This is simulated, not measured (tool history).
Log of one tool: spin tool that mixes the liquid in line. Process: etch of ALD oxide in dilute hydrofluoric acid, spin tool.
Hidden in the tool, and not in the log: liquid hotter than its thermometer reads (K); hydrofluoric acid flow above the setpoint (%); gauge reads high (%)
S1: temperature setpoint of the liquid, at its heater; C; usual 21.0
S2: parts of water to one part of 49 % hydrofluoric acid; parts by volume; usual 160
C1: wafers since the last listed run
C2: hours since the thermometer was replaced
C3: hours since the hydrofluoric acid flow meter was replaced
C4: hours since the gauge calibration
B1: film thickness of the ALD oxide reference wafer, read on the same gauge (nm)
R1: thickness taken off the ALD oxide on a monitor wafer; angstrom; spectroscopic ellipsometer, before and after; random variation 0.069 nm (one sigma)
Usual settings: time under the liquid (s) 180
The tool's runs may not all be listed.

{"run": 1, "hour": 0.0, "S1": 21.0, "S2": 120, "time under the liquid (s)": 210, "C1": 0, "C2": 1410.1, "C3": 842.5, "C4": 754.4, "B1": 30.01, "R1": 147.8}
{"run": 2, "hour": 29.1, "S1": 21.0, "S2": 120, "time under the liquid (s)": 210, "C1": 234, "C2": 1439.2, "C3": 871.6, "C4": 783.5, "B1": 30.02, "R1": 149.1}
{"run": 3, "hour": 57.8, "S1": 21.0, "S2": 120, "time under the liquid (s)": 210, "C1": 231, "C2": 1467.9, "C3": 900.3, "C4": 812.2, "B1": 29.98, "R1": 150.3}
{"run": 4, "hour": 165.6, "S1": 21.0, "S2": 160, "time under the liquid (s)": 180, "C1": 868, "C2": 1575.7, "C3": 1008.1, "C4": 920.0, "B1": 30.0, "R1": 91.4}
{"run": 5, "hour": 178.7, "S1": 21.0, "S2": 205, "time under the liquid (s)": 180, "C1": 105, "C2": 1588.8, "C3": 1021.2, "C4": 933.1, "B1": 29.98, "R1": 68.5}
{"run": 6, "hour": 200.5, "S1": 21.0, "S2": 205, "time under the liquid (s)": 180, "C1": 175, "C2": 1610.6, "C3": 1043.0, "C4": 954.9, "B1": 30.0, "R1": 68.9}
{"run": 7, "hour": 225.6, "S1": 21.0, "S2": 160, "time under the liquid (s)": 180, "C1": 202, "C2": 1635.7, "C3": 1068.1, "C4": 980.0, "B1": 30.02, "R1": 91.5}
{"run": 8, "hour": 292.4, "S1": 21.0, "S2": 160, "time under the liquid (s)": 180, "C1": 538, "C2": 1702.5, "C3": 1134.9, "C4": 1046.8, "B1": 29.98, "R1": 92.3}
{"run": 9, "hour": 322.2, "S1": 17.5, "S2": 100, "time under the liquid (s)": 180, "C1": 240, "C2": 1732.3, "C3": 1164.7, "C4": 1076.6, "B1": 29.97, "R1": 138.5}
{"hour": 342.2, "done": "thermometer replaced"}
{"run": 10, "hour": 352.3, "S1": 17.5, "S2": 100, "time under the liquid (s)": 180, "C1": 234, "C2": 10.1, "C3": 1194.8, "C4": 1106.7, "B1": 30.01, "R1": 129.1}
{"run": 11, "hour": 369.3, "S1": 17.5, "S2": 100, "time under the liquid (s)": 180, "C1": 136, "C2": 27.1, "C3": 1211.8, "C4": 1123.7, "B1": 29.99, "R1": 128.0}
{"hour": 389.4, "done": "hydrofluoric acid flow meter replaced"}
{"run": 12, "hour": 394.5, "S1": 21.0, "S2": 160, "time under the liquid (s)": 180, "C1": 194, "C2": 52.3, "C3": 5.1, "C4": 1148.9, "B1": 30.03, "R1": 87.2}
{"run": 13, "hour": 413.4, "S1": 21.0, "S2": 160, "time under the liquid (s)": 180, "C1": 152, "C2": 71.2, "C3": 24.0, "C4": 1167.8, "B1": 30.01, "R1": 87.9}
{"hour": 414.0, "done": "gauge calibrated"}
{"run": 14, "hour": 447.7, "S1": 21.0, "S2": 160, "time under the liquid (s)": 180, "C1": 276, "C2": 105.5, "C3": 58.3, "C4": 33.7, "B1": 29.99, "R1": 87.3}
{"run": 15, "hour": 468.5, "S1": 23.5, "S2": 160, "time under the liquid (s)": 255, "C1": 167, "C2": 126.3, "C3": 79.1, "C4": 54.5, "B1": 30.01, "R1": 135.4}
{"run": 16, "hour": 565.6, "S1": 23.5, "S2": 160, "time under the liquid (s)": 255, "C1": 782, "C2": 223.4, "C3": 176.2, "C4": 151.6, "B1": 30.01, "R1": 137.7}
{"run": 17, "hour": 600.1, "S1": 19.5, "S2": 115, "time under the liquid (s)": 120, "C1": 277, "C2": 257.9, "C3": 210.7, "C4": 186.1, "B1": 30.02, "R1": 79.2}
{"run": 18, "hour": 621.5, "S1": 21.0, "S2": 160, "time under the liquid (s)": 180, "C1": 172, "C2": 279.3, "C3": 232.1, "C4": 207.5, "B1": 29.96, "R1": 86.9}
{"run": 19, "hour": 636.9, "S1": 17.0, "S2": 160, "time under the liquid (s)": 180, "C1": 124, "C2": 294.7, "C3": 247.5, "C4": 222.9, "B1": 30.0, "R1": 74.3}
{"run": 20, "hour": 652.4, "S1": 23.5, "S2": 160, "time under the liquid (s)": 255, "C1": 124, "C2": 310.2, "C3": 263.0, "C4": 238.4, "B1": 29.99, "R1": 136.6}
{"run": 21, "hour": 674.9, "S1": 17.5, "S2": 160, "time under the liquid (s)": 130, "C1": 181, "C2": 332.7, "C3": 285.5, "C4": 260.9, "B1": 30.03, "R1": 55.6}
{"run": 22, "hour": 694.6, "S1": 21.0, "S2": 185, "time under the liquid (s)": 180, "C1": 158, "C2": 352.4, "C3": 305.2, "C4": 280.6, "B1": 30.0, "R1": 73.9}
{"run": 23, "hour": 781.1, "S1": 21.0, "S2": 160, "time under the liquid (s)": 205, "C1": 696, "C2": 438.9, "C3": 391.7, "C4": 367.1, "B1": 30.0, "R1": 100.9}
{"run": 24, "hour": 809.2, "S1": 25.0, "S2": 200, "time under the liquid (s)": 275, "C1": 226, "C2": 467.0, "C3": 419.8, "C4": 395.2, "B1": 29.99, "R1": 121.8}
{"run": 25, "hour": 828.8, "S1": 24.5, "S2": 220, "time under the liquid (s)": 180, "C1": 157, "C2": 486.6, "C3": 439.4, "C4": 414.8, "B1": 30.02, "R1": 68.4}

Forecast run 26:
{"run": 26, "hour": 863.6, "S1": 21.0, "S2": 160, "time under the liquid (s)": 180, "C1": 280, "C2": 521.4, "C3": 474.2, "C4": 449.6, "B1": "?", "R1": "?"}

B1: 29.97
R1: 89.8 angstrom
Without the tool's hidden state the same run would have given R1 88.0 angstrom.
